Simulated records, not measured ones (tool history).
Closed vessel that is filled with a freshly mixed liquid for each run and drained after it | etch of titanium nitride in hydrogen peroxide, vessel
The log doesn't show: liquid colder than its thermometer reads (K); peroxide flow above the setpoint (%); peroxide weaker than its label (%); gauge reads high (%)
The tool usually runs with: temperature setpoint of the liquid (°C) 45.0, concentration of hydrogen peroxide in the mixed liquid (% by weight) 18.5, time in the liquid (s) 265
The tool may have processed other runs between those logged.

run	day	temperature setpoint of the liquid (°C)	concentration of hydrogen peroxide in the mixed liquid (% by weight)	time in the liquid (s)	wafers since the last listed run	hours since the thermometer was replaced	hours since the peroxide flow meter was replaced	hours since the drum of peroxide was connected	hours since the gauge calibration	read-back film thickness of the titanium nitride reference wafer, read on the same gauge (nm)	thickness taken off the titanium nitride on a monitor wafer (Å)
1	0.000	38.5	18.5	265	0	1853.3	482.0	410.0	296.0	89.99	29.4
2	2.958	45.0	18.5	265	8187	1924.3	553.0	481.0	367.0	89.93	48.3
3	5.629	45.0	17.0	265	7392	1988.4	617.1	545.1	431.1	90.05	47.7
4	8.629	45.0	17.0	265	8303	2060.4	689.1	617.1	503.1	89.96	46.6
5	10.908	45.0	17.0	265	6308	2115.1	743.8	671.8	557.8	90.00	47.0
6	12.883	50.0	20.5	265	5466	2162.5	791.2	719.2	605.2	89.97	70.1
# day 13.488: gauge calibrated
7	14.433	49.0	18.5	265	4289	2199.7	828.4	756.4	22.7	89.99	63.5
8	16.508	49.0	18.5	265	5742	2249.5	878.2	806.2	72.5	90.05	64.1
9	18.104	49.0	18.5	265	4416	2287.8	916.5	844.5	110.8	90.00	63.1
10	19.221	48.5	18.5	185	3090	2314.6	943.3	871.3	137.6	89.99	42.5
11	21.225	49.0	18.5	265	5546	2362.7	991.4	919.4	185.7	89.99	62.5
12	22.333	51.5	18.5	265	3067	2389.3	1018.0	946.0	212.3	89.93	74.6
13	25.229	42.0	14.0	165	8014	2458.8	1087.5	1015.5	281.8	90.03	21.3
# day 26.771: thermometer replaced
14	28.079	50.0	18.5	195	7772	31.4	1155.9	1083.9	350.2	89.99	60.5
# day 32.267: peroxide flow meter replaced
# day 34.167: new drum of peroxide connected
15	37.054	45.0	18.5	265	24609	246.8	114.9	69.3	565.6	89.96	55.3
# day 38.675: gauge calibrated
16	39.333	45.0	20.0	220	6308	301.5	169.6	124.0	15.8	90.04	46.7
17	41.012	45.0	14.5	265	4647	341.8	209.9	164.3	56.1	90.03	51.3
18	43.662	38.5	17.0	265	7334	405.4	273.5	227.9	119.7	89.95	32.7

How would selected steps in thickness taken off the titanium nitride on a monitor wafer (Å) from run to run divide? Give the signed amount a tool lacking its hidden state would still show from settings, what came in and random variation, and the signed amount left for the hidden state, including any gauge scatter that is not in both of the compared results.
Run 12 -> 13: temperature setpoint of the liquid (°C) 51.5 -> 42.0, concentration of hydrogen peroxide in the mixed liquid (% by weight) 18.5 -> 14.0, time in the liquid (s) 265 -> 165. thickness taken off the titanium nitride on a monitor wafer (Å) -53.3: hidden state +11.4, all else -64.7.
